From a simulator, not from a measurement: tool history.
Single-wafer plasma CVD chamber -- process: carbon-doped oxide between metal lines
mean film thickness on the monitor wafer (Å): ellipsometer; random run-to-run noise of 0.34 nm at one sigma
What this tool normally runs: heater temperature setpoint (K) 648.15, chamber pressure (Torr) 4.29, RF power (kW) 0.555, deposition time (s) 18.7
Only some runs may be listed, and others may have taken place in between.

run,hour,heater temperature setpoint (K),chamber pressure (Torr),RF power (kW),deposition time (s),"read-back reference wafer on the same gauge, thickness_nm",mean film thickness on the monitor wafer (Å)
1,0.0,648.15,4.29,0.555,16.8,104.295,781.75
# hour 23.1: thermocouple changed; heater temperature recalibrated
2,41.7,648.15,4.29,0.555,16.8,104.117,779.45
3,95.8,642.15,4.29,0.525,18.7,104.132,850.08
4,158.8,642.15,4.29,0.525,18.7,104.017,848.58
5,194.3,648.15,5.04,0.555,18.7,104.223,874.69
# hour 199.6: gauge calibrated
6,238.6,648.15,5.04,0.555,18.7,104.216,873.18
# hour 268.3: capacitance manometer re-zeroed and calibrated
7,292.5,648.15,4.29,0.555,18.7,104.195,867.36
8,363.4,648.15,4.29,0.555,18.7,104.019,857.25
9,411.1,648.15,5.04,0.555,18.7,104.209,870.04
10,476.6,648.15,3.87,0.595,18.7,104.050,887.20
11,542.1,657.15,5.07,0.500,21.6,104.162,916.19
# hour 560.9: showerhead replaced
12,589.6,655.15,3.38,0.505,18.7,104.122,776.38
13,637.3,648.15,4.29,0.480,15.4,104.147,649.22
14,667.3,658.15,3.51,0.650,18.7,104.027,897.85
15,696.2,648.15,4.29,0.510,21.3,104.074,920.75
16,775.6,656.15,3.53,0.480,19.9,103.949,800.45
17,824.4,634.15,3.23,0.515,20.8,104.035,924.46
# hour 860.8: RF generator calibrated
18,861.3,648.15,4.29,0.470,20.9,104.104,891.20
19,905.5,648.15,4.29,0.555,18.7,104.224,878.58
20,945.5,648.15,4.29,0.555,18.7,104.221,875.80
21,1012.9,648.15,4.29,0.615,18.7,104.148,932.67
22,1043.6,648.15,4.29,0.490,18.7,104.103,812.26
23,1084.6,640.15,4.29,0.555,20.8,104.020,994.69
24,1134.7,644.15,5.27,0.555,15.1,104.082,726.96
25,1182.7,648.15,4.29,0.555,18.7,104.121,874.68
26,1223.7,648.15,4.80,0.620,18.7,104.030,941.95
27,1289.5,636.15,3.33,0.480,22.4,104.138,974.63

Predict each of these 5 candidate next runs independently; none follows another, all start after run 27:
A,1289.9,648.15,4.29,0.555,19.8,?,?
B,1289.9,642.15,4.29,0.555,18.7,?,?
C,1289.9,648.15,4.29,0.630,18.7,?,?
D,1289.9,643.15,3.93,0.595,19.9,?,?
E,1289.9,648.15,3.93,0.650,18.7,?,?

run,"read-back reference wafer on the same gauge, thickness_nm",mean film thickness on the monitor wafer (Å)
A,104.163,921.34
B,104.163,884.53
C,104.163,936.47
D,104.163,969.22
E,104.163,946.96
Without the tool's unlogged condition, the same runs would have read:
run,mean film thickness on the monitor wafer (Å)
A,933.35
B,896.07
C,948.49
D,981.66
E,959.12

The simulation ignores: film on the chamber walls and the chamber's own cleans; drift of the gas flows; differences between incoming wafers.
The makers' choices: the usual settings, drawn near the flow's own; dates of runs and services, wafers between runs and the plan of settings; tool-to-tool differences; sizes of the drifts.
